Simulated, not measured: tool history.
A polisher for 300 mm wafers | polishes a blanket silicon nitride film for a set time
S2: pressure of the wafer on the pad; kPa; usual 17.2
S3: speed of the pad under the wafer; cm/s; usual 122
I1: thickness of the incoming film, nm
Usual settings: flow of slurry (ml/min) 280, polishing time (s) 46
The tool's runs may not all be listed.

run 1 hour=0 | flow_of_slurry_(ml/min)=280 S2=17.2 S3=134 polishing_time_(s)=51 | I1=716.8 | film_removed_(nm)=82
-- hour=67.7 head pressure recalibrated
-- hour=140.1 worn pad replaced by a new one
run 2 hour=317.5 | flow_of_slurry_(ml/min)=280 S2=14.5 S3=122 polishing_time_(s)=42 | I1=739.5 | film_removed_(nm)=49.9
run 3 hour=418.1 | flow_of_slurry_(ml/min)=280 S2=14.5 S3=122 polishing_time_(s)=42 | I1=738.2 | film_removed_(nm)=48.5
-- hour=439.2 head pressure recalibrated
-- hour=475.5 worn pad replaced by a new one
run 4 hour=504.1 | flow_of_slurry_(ml/min)=205 S2=17.2 S3=122 polishing_time_(s)=46 | I1=724 | film_removed_(nm)=61.5
-- hour=535.6 slurry nozzle cleaned
run 5 hour=549.8 | flow_of_slurry_(ml/min)=280 S2=17.2 S3=122 polishing_time_(s)=46 | I1=728.9 | film_removed_(nm)=70.6
run 6 hour=599.2 | flow_of_slurry_(ml/min)=280 S2=17.2 S3=122 polishing_time_(s)=46 | I1=722.6 | film_removed_(nm)=70.1
run 7 hour=649.9 | flow_of_slurry_(ml/min)=280 S2=17.2 S3=122 polishing_time_(s)=46 | I1=715.4 | film_removed_(nm)=69.5
run 8 hour=713.9 | flow_of_slurry_(ml/min)=280 S2=17.2 S3=122 polishing_time_(s)=46 | I1=737.9 | film_removed_(nm)=68.4
-- hour=744 worn pad replaced by a new one
run 9 hour=796.9 | flow_of_slurry_(ml/min)=280 S2=17.2 S3=122 polishing_time_(s)=46 | I1=735.6 | film_removed_(nm)=70.5
-- hour=830.6 head pressure recalibrated
run 10 hour=871.1 | flow_of_slurry_(ml/min)=380 S2=15.2 S3=122 polishing_time_(s)=39 | I1=737.8 | film_removed_(nm)=51.9
-- hour=1030.6 worn pad replaced by a new one
run 11 hour=1073.3 | flow_of_slurry_(ml/min)=380 S2=15.2 S3=122 polishing_time_(s)=39 | I1=727 | film_removed_(nm)=53.4
run 12 hour=1159 | flow_of_slurry_(ml/min)=280 S2=20 S3=122 polishing_time_(s)=46 | I1=729 | film_removed_(nm)=77.3
-- hour=1228.9 head pressure recalibrated
run 13 hour=1233.5 | flow_of_slurry_(ml/min)=370 S2=14.5 S3=154 polishing_time_(s)=46 | I1=725.9 | film_removed_(nm)=68.2
run 14 hour=1280.5 | flow_of_slurry_(ml/min)=280 S2=17.2 S3=122 polishing_time_(s)=46 | I1=738.8 | film_removed_(nm)=62.3
-- hour=1314.3 slurry nozzle cleaned
run 15 hour=1333.5 | flow_of_slurry_(ml/min)=280 S2=22.1 S3=88 polishing_time_(s)=46 | I1=728.1 | film_removed_(nm)=64.4
-- hour=1339.6 worn pad replaced by a new one
run 16 hour=1383.6 | flow_of_slurry_(ml/min)=245 S2=11.7 S3=98 polishing_time_(s)=50 | I1=719.7 | film_removed_(nm)=43.6
run 17 hour=1491.3 | flow_of_slurry_(ml/min)=280 S2=17.2 S3=138 polishing_time_(s)=46 | I1=737.2 | film_removed_(nm)=78.1
run 18 hour=1566.8 | flow_of_slurry_(ml/min)=280 S2=13.8 S3=102 polishing_time_(s)=34 | I1=733 | film_removed_(nm)=34

The tool's hidden state at each run:
deviation of the head's pressure from its setpoint, %: 0 in every run
H1: removal rate lost through wear of the pad, %
H2: slurry flow missing at the pad, %
run=1 H1=2.6 H2=18.2
run=2 H1=3.09 H2=33
run=3 H1=6.9 H2=37.7
run=4 H1=0.0983 H2=41.7
run=5 H1=0.489 H2=7.64
run=6 H1=1.3 H2=9.95
run=7 H1=2.56 H2=12.3
run=8 H1=4.75 H2=15.3
run=9 H1=1.09 H2=19.2
run=10 H1=2.2 H2=22.6
run=11 H1=1.88 H2=32.1
run=12 H1=3.09 H2=36.1
run=13 H1=5.14 H2=39.5
run=14 H1=6.91 H2=41.7
run=15 H1=9.35 H2=4.78
run=16 H1=0.476 H2=7.12
run=17 H1=2.23 H2=12.1
run=18 H1=4.6 H2=15.7
